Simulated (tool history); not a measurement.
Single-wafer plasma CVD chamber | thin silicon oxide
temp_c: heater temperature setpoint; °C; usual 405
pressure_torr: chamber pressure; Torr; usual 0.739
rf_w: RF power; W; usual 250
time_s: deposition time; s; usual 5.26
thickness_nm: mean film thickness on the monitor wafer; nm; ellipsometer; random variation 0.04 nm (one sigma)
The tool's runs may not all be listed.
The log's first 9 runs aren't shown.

| run | hour | temp_c | pressure_torr | rf_w | time_s | wafers since the last listed run | hours since the last thermocouple change | hours since the last RF generator calibration | hours since the last manometer calibration | hours since the showerhead was replaced | hours since the gauge calibration | read-back reference wafer on the same gauge, thickness_nm | thickness_nm |
|---|---|---|---|---|---|---|---|---|---|---|---|---|---|
| 10 | 242.1 | 405 | 0.739 | 250 | 5.26 | 709 | 37.6 | 180.2 | 2064.5 | 7879.8 | 178.2 | 9.918 | 9.747 |
| 11 | 264.1 | 399 | 0.804 | 295 | 5.26 | 484 | 59.6 | 202.2 | 2086.5 | 7901.8 | 200.2 | 9.922 | 11.034 |
| 12 | 281.4 | 405 | 0.739 | 250 | 4.90 | 381 | 76.9 | 219.5 | 2103.8 | 7919.1 | 217.5 | 9.932 | 9.072 |
| 13 | 298.9 | 394 | 0.739 | 270 | 5.26 | 385 | 94.4 | 237.0 | 2121.3 | 7936.6 | 235.0 | 9.956 | 10.162 |
| 14 | 321.1 | 399 | 0.600 | 205 | 5.26 | 489 | 116.6 | 259.2 | 2143.5 | 7958.8 | 257.2 | 9.960 | 7.995 |
|  | 336.8 | capacitance manometer re-zeroed and calibrated |
|  | 351.6 | showerhead replaced |
| 15 | 352.1 | 405 | 0.739 | 250 | 5.59 | 330 | 147.6 | 290.2 | 15.3 | 0.5 | 288.2 | 9.948 | 9.784 |
| 16 | 362.9 | 405 | 0.869 | 210 | 5.26 | 238 | 158.4 | 301.0 | 26.1 | 11.3 | 299.0 | 9.935 | 9.791 |
| 17 | 395.1 | 405 | 0.739 | 250 | 5.26 | 709 | 190.6 | 333.2 | 58.3 | 43.5 | 331.2 | 9.945 | 9.160 |
| 18 | 408.1 | 405 | 0.739 | 250 | 5.26 | 286 | 203.6 | 346.2 | 71.3 | 56.5 | 344.2 | 9.931 | 9.164 |
| 19 | 429.3 | 405 | 0.739 | 290 | 5.80 | 467 | 224.8 | 367.4 | 92.5 | 77.7 | 365.4 | 9.937 | 10.647 |
| 20 | 442.8 | 405 | 0.739 | 250 | 5.61 | 297 | 238.3 | 380.9 | 106.0 | 91.2 | 378.9 | 9.952 | 9.816 |
| 21 | 475.4 | 405 | 0.739 | 250 | 5.26 | 718 | 270.9 | 413.5 | 138.6 | 123.8 | 411.5 | 9.930 | 9.131 |
| 22 | 560.9 | 412 | 0.739 | 250 | 5.26 | 1884 | 356.4 | 499.0 | 224.1 | 209.3 | 497.0 | 9.937 | 9.194 |
| 23 | 590.7 | 405 | 0.739 | 205 | 5.26 | 656 | 386.2 | 528.8 | 253.9 | 239.1 | 526.8 | 9.924 | 8.688 |
| 24 | 624.6 | 390 | 0.850 | 220 | 5.26 | 747 | 420.1 | 562.7 | 287.8 | 273.0 | 560.7 | 9.963 | 9.851 |
|  | 630.0 | gauge calibrated |
| 25 | 638.6 | 405 | 0.739 | 250 | 5.26 | 308 | 434.1 | 576.7 | 301.8 | 287.0 | 8.6 | 9.939 | 9.252 |
| 26 | 651.5 | 396 | 0.739 | 250 | 5.26 | 284 | 447.0 | 589.6 | 314.7 | 299.9 | 21.5 | 9.937 | 9.260 |
| 27 | 673.8 | 398 | 0.830 | 210 | 5.26 | 491 | 469.3 | 611.9 | 337.0 | 322.2 | 43.8 | 9.914 | 9.536 |
| 28 | 708.8 | 405 | 0.616 | 250 | 5.26 | 771 | 504.3 | 646.9 | 372.0 | 357.2 | 78.8 | 9.935 | 8.114 |
| 29 | 729.9 | 405 | 0.739 | 250 | 4.48 | 465 | 525.4 | 668.0 | 393.1 | 378.3 | 99.9 | 9.955 | 7.857 |
| 30 | 765.5 | 417 | 0.739 | 250 | 5.26 | 784 | 561.0 | 703.6 | 428.7 | 413.9 | 135.5 | 9.932 | 9.108 |

3 ways to go on from here, each from the tool as it stands after run 30. What would each give?
| A | 765.9 | 405 | 0.739 | 220 | 5.26 | 8 | 561.4 | 704.0 | 429.1 | 414.3 | 135.9 | ? | ? |
| B | 765.9 | 405 | 0.613 | 250 | 5.26 | 8 | 561.4 | 704.0 | 429.1 | 414.3 | 135.9 | ? | ? |
| C | 765.9 | 397 | 0.921 | 250 | 5.26 | 8 | 561.4 | 704.0 | 429.1 | 414.3 | 135.9 | ? | ? |

| run | read-back reference wafer on the same gauge, thickness_nm | thickness_nm |
|---|---|---|
| A | 9.949 | 8.853 |
| B | 9.949 | 8.008 |
| C | 9.949 | 10.793 |
Without the tool's hidden state the same runs would have given:
| run | thickness_nm |
|---|---|
| A | 8.905 |
| B | 8.057 |
| C | 10.846 |
